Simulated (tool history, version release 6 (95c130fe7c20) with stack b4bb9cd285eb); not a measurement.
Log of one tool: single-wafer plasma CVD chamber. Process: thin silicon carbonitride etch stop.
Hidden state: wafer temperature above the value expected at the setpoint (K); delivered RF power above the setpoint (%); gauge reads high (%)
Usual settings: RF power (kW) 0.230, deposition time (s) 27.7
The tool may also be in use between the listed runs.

run	hour	RF power (kW)	deposition time (s)	wafers since the last listed run	hours since the last thermocouple change	hours since the last RF generator calibration	hours since the showerhead was replaced	hours since the gauge calibration	read-back reference wafer on the same gauge, thickness_nm	mean film thickness on the monitor wafer (nm)
1	0.0	0.240	27.7	0	844.2	1760.6	2762.2	49.7	14.210	16.832
2	6.8	0.230	27.7	127	851.0	1767.4	2769.0	56.5	14.199	16.617
3	20.6	0.230	27.7	259	864.8	1781.2	2782.8	70.3	14.205	16.626
4	31.3	0.230	27.7	200	875.5	1791.9	2793.5	81.0	14.212	16.572
5	39.5	0.230	27.7	153	883.7	1800.1	2801.7	89.2	14.206	16.608
6	48.5	0.210	25.8	168	892.7	1809.1	2810.7	98.2	14.208	15.129
7	54.9	0.210	25.8	120	899.1	1815.5	2817.1	104.6	14.202	15.121
8	76.2	0.220	26.2	399	920.4	1836.8	2838.4	125.9	14.200	15.538
9	83.9	0.220	26.2	144	928.1	1844.5	2846.1	133.6	14.197	15.583
# hour 101.8: thermocouple changed; heater temperature recalibrated
# hour 106.5: RF generator calibrated
10	107.0	0.265	32.8	194	5.2	0.5	2869.2	156.7	14.199	20.488
11	109.3	0.245	24.0	43	7.5	2.8	2871.5	159.0	14.206	14.651
12	124.6	0.265	24.7	287	22.8	18.1	2886.8	174.3	14.199	15.379
# hour 139.9: showerhead replaced
13	159.5	0.195	22.5	504	57.7	53.0	19.6	209.2	14.191	12.971
# hour 174.7: gauge calibrated
14	174.9	0.195	24.4	289	73.1	68.4	35.0	0.2	14.198	14.025
15	183.6	0.245	30.4	163	81.8	77.1	43.7	8.9	14.204	18.555
16	199.0	0.210	23.9	289	97.2	92.5	59.1	24.3	14.196	14.016
17	209.2	0.210	27.7	191	107.4	102.7	69.3	34.5	14.202	16.232
18	224.5	0.230	27.7	287	122.7	118.0	84.6	49.8	14.198	16.629

How the hidden state differs across the entries between the runs, from the last listed run before each to the first after it:
Between runs 9 and 10: thermocouple changed; heater temperature recalibrated (hour 101.8); RF generator calibrated (hour 106.5)
  no hidden state differs between the two runs
Between runs 12 and 13: showerhead replaced (hour 139.9)
  no hidden state differs between the two runs
Between runs 13 and 14: gauge calibrated (hour 174.7)
  no hidden state differs between the two runs
